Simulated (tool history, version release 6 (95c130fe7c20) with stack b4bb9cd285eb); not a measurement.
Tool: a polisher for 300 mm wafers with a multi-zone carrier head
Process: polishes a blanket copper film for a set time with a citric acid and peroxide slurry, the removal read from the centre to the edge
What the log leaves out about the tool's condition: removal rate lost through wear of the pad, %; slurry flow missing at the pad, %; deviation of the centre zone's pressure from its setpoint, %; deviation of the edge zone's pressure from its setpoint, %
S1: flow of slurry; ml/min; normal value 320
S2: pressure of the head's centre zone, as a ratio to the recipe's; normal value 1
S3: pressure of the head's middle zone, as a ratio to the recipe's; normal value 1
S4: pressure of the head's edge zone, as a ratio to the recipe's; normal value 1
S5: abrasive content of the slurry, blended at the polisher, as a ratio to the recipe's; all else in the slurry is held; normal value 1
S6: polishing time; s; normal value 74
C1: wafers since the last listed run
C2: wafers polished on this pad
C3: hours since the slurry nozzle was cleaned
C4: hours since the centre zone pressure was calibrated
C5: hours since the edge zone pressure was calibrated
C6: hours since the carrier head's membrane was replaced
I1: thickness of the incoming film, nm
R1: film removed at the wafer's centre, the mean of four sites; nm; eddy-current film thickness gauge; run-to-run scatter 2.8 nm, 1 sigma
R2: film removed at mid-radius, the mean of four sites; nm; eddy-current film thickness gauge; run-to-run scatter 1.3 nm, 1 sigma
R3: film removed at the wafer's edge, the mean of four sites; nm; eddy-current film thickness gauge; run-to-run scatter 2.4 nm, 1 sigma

{"run": 1, "hour": 0.0, "S1": 320, "S2": 1, "S3": 1.05, "S4": 1, "S5": 1, "S6": 93, "C1": 0, "C2": 2161, "C3": 136.1, "C4": 327.8, "C5": 805.9, "C6": 1330.6, "I1": 1113.9, "R1": 256.3, "R2": 233.7, "R3": 226.1}
{"run": 2, "hour": 94.4, "S1": 360, "S2": 1, "S3": 1, "S4": 0.91, "S5": 0.7, "S6": 52, "C1": 1207, "C2": 3369, "C3": 230.5, "C4": 422.2, "C5": 900.3, "C6": 1425, "I1": 1107.2, "R1": 132.7, "R2": 114.4, "R3": 109.4}
{"hour": 120.6, "done": "edge zone pressure recalibrated"}
{"run": 3, "hour": 123.1, "S1": 355, "S2": 0.91, "S3": 1, "S4": 1, "S5": 0.9, "S6": 74, "C1": 341, "C2": 3711, "C3": 259.2, "C4": 450.9, "C5": 2.5, "C6": 1453.7, "I1": 1093.1, "R1": 178.3, "R2": 171, "R3": 170.3}
{"hour": 132.1, "done": "worn pad replaced by a new one"}
{"hour": 137.6, "done": "slurry nozzle cleaned"}
{"run": 4, "hour": 155.3, "S1": 320, "S2": 1.11, "S3": 1, "S4": 1.09, "S5": 1, "S6": 74, "C1": 348, "C2": 284, "C3": 17.7, "C4": 483.1, "C5": 34.7, "C6": 1485.9, "I1": 1117.2, "R1": 239.4, "R2": 186, "R3": 197.3}
{"run": 5, "hour": 171.7, "S1": 320, "S2": 1, "S3": 1, "S4": 1, "S5": 1.1, "S6": 74, "C1": 209, "C2": 494, "C3": 34.1, "C4": 499.5, "C5": 51.1, "C6": 1502.3, "I1": 1098.6, "R1": 208.8, "R2": 187.4, "R3": 189.7}
{"run": 6, "hour": 192.9, "S1": 320, "S2": 1, "S3": 1, "S4": 1, "S5": 1.25, "S6": 98, "C1": 271, "C2": 765, "C3": 55.3, "C4": 520.7, "C5": 72.3, "C6": 1523.5, "I1": 1094.1, "R1": 288.4, "R2": 255.7, "R3": 263.2}
{"run": 7, "hour": 206.0, "S1": 320, "S2": 1, "S3": 1, "S4": 1, "S5": 1, "S6": 74, "C1": 167, "C2": 933, "C3": 68.4, "C4": 533.8, "C5": 85.4, "C6": 1536.6, "I1": 1119.9, "R1": 208.3, "R2": 184, "R3": 182.3}
{"run": 8, "hour": 225.8, "S1": 320, "S2": 1, "S3": 1, "S4": 1, "S5": 1, "S6": 74, "C1": 253, "C2": 1186, "C3": 88.2, "C4": 553.6, "C5": 105.2, "C6": 1556.4, "I1": 1115.3, "R1": 211.9, "R2": 183.1, "R3": 182.3}
{"hour": 236.7, "done": "centre zone pressure recalibrated"}
{"run": 9, "hour": 249.8, "S1": 365, "S2": 0.91, "S3": 1, "S4": 1, "S5": 1, "S6": 74, "C1": 281, "C2": 1468, "C3": 112.2, "C4": 13.1, "C5": 129.2, "C6": 1580.4, "I1": 1124.1, "R1": 171.6, "R2": 186.7, "R3": 182.1}
{"run": 10, "hour": 278.6, "S1": 320, "S2": 1.07, "S3": 1.07, "S4": 1, "S5": 1, "S6": 50, "C1": 368, "C2": 1836, "C3": 141, "C4": 41.9, "C5": 158, "C6": 1609.2, "I1": 1095.7, "R1": 135.2, "R2": 127.5, "R3": 123.1}
{"hour": 307.9, "done": "carrier head's membrane replaced by a new one"}
{"run": 11, "hour": 312.2, "S1": 320, "S2": 1, "S3": 1, "S4": 1, "S5": 1, "S6": 74, "C1": 365, "C2": 2202, "C3": 174.6, "C4": 75.5, "C5": 191.6, "C6": 4.3, "I1": 1115.5, "R1": 186.7, "R2": 177.5, "R3": 177}
{"run": 12, "hour": 343.9, "S1": 320, "S2": 1, "S3": 1, "S4": 0.95, "S5": 0.75, "S6": 74, "C1": 405, "C2": 2608, "C3": 206.3, "C4": 107.2, "C5": 223.3, "C6": 36, "I1": 1109.9, "R1": 177.7, "R2": 167.7, "R3": 164.3}
{"run": 13, "hour": 363.0, "S1": 320, "S2": 1, "S3": 1.07, "S4": 1, "S5": 1.2, "S6": 74, "C1": 244, "C2": 2852, "C3": 225.4, "C4": 126.3, "C5": 242.4, "C6": 55.1, "I1": 1093.7, "R1": 199.7, "R2": 193.4, "R3": 186.7}
{"hour": 379.1, "done": "worn pad replaced by a new one"}
{"run": 14, "hour": 392.2, "S1": 320, "S2": 1, "S3": 0.93, "S4": 1, "S5": 1, "S6": 74, "C1": 322, "C2": 167, "C3": 254.6, "C4": 155.5, "C5": 271.6, "C6": 84.3, "I1": 1105, "R1": 201.2, "R2": 176.8, "R3": 184.6}
{"run": 15, "hour": 419.8, "S1": 320, "S2": 1, "S3": 1, "S4": 1, "S5": 1, "S6": 74, "C1": 353, "C2": 520, "C3": 282.2, "C4": 183.1, "C5": 299.2, "C6": 111.9, "I1": 1101.2, "R1": 203.5, "R2": 184.8, "R3": 186.5}
{"hour": 435.9, "done": "slurry nozzle cleaned"}
{"run": 16, "hour": 454.0, "S1": 320, "S2": 0.94, "S3": 1.07, "S4": 0.89, "S5": 1, "S6": 95, "C1": 424, "C2": 945, "C3": 18.1, "C4": 217.3, "C5": 333.4, "C6": 146.1, "I1": 1098.8, "R1": 246.8, "R2": 246.9, "R3": 220.4}
{"run": 17, "hour": 472.7, "S1": 420, "S2": 1, "S3": 1.07, "S4": 1, "S5": 1, "S6": 99, "C1": 239, "C2": 1184, "C3": 36.8, "C4": 236, "C5": 352.1, "C6": 164.8, "I1": 1115.5, "R1": 271.9, "R2": 256.8, "R3": 251.5}
{"run": 18, "hour": 530.6, "S1": 320, "S2": 1, "S3": 1, "S4": 1, "S5": 1, "S6": 74, "C1": 740, "C2": 1925, "C3": 94.7, "C4": 293.9, "C5": 410, "C6": 222.7, "I1": 1095.1, "R1": 196.7, "R2": 179.6, "R3": 175.8}
{"run": 19, "hour": 555.5, "S1": 400, "S2": 1, "S3": 1, "S4": 1, "S5": 1, "S6": 74, "C1": 318, "C2": 2244, "C3": 119.6, "C4": 318.8, "C5": 434.9, "C6": 247.6, "I1": 1106.8, "R1": 204.2, "R2": 181.6, "R3": 185.3}
{"run": 20, "hour": 582.6, "S1": 320, "S2": 1, "S3": 1, "S4": 1.12, "S5": 1, "S6": 74, "C1": 346, "C2": 2591, "C3": 146.7, "C4": 345.9, "C5": 462, "C6": 274.7, "I1": 1098.5, "R1": 197.1, "R2": 177.7, "R3": 187.6}
{"run": 21, "hour": 607.4, "S1": 320, "S2": 1, "S3": 1, "S4": 1, "S5": 1, "S6": 74, "C1": 317, "C2": 2908, "C3": 171.5, "C4": 370.7, "C5": 486.8, "C6": 299.5, "I1": 1118.7, "R1": 193.5, "R2": 176.1, "R3": 178.8}

4 options for the next run, each taken on its own from the tool as it stands now. Forecast them:
{"run": "A", "hour": 607.8, "S1": 320, "S2": 1, "S3": 1, "S4": 1, "S5": 1.15, "S6": 74, "C1": 5, "C2": 2913, "C3": 171.9, "C4": 371.1, "C5": 487.2, "C6": 299.9, "I1": 1114, "R1": "?", "R2": "?", "R3": "?"}
{"run": "B", "hour": 607.8, "S1": 320, "S2": 1, "S3": 1, "S4": 0.89, "S5": 1, "S6": 74, "C1": 5, "C2": 2913, "C3": 171.9, "C4": 371.1, "C5": 487.2, "C6": 299.9, "I1": 1114, "R1": "?", "R2": "?", "R3": "?"}
{"run": "C", "hour": 607.8, "S1": 320, "S2": 0.93, "S3": 1.09, "S4": 1, "S5": 1, "S6": 49, "C1": 5, "C2": 2913, "C3": 171.9, "C4": 371.1, "C5": 487.2, "C6": 299.9, "I1": 1114, "R1": "?", "R2": "?", "R3": "?"}
{"run": "D", "hour": 607.8, "S1": 320, "S2": 1, "S3": 1, "S4": 1, "S5": 0.8, "S6": 74, "C1": 5, "C2": 2913, "C3": 171.9, "C4": 371.1, "C5": 487.2, "C6": 299.9, "I1": 1114, "R1": "?", "R2": "?", "R3": "?"}

run=A R1=207.3 R2=180.8 R3=177
run=B R1=201.4 R2=175.7 R3=162.8
run=C R1=124.1 R2=123.6 R3=113.8
run=D R1=192.6 R2=168 R3=164.5
Stripped of hidden state, with their random variation kept, the same runs would have yielded:
run=A R1=201.9 R2=193.6 R3=189.4
run=B R1=196.2 R2=188.1 R3=174.3
run=C R1=120.8 R2=132.3 R3=121.7
run=D R1=187.6 R2=179.9 R3=176

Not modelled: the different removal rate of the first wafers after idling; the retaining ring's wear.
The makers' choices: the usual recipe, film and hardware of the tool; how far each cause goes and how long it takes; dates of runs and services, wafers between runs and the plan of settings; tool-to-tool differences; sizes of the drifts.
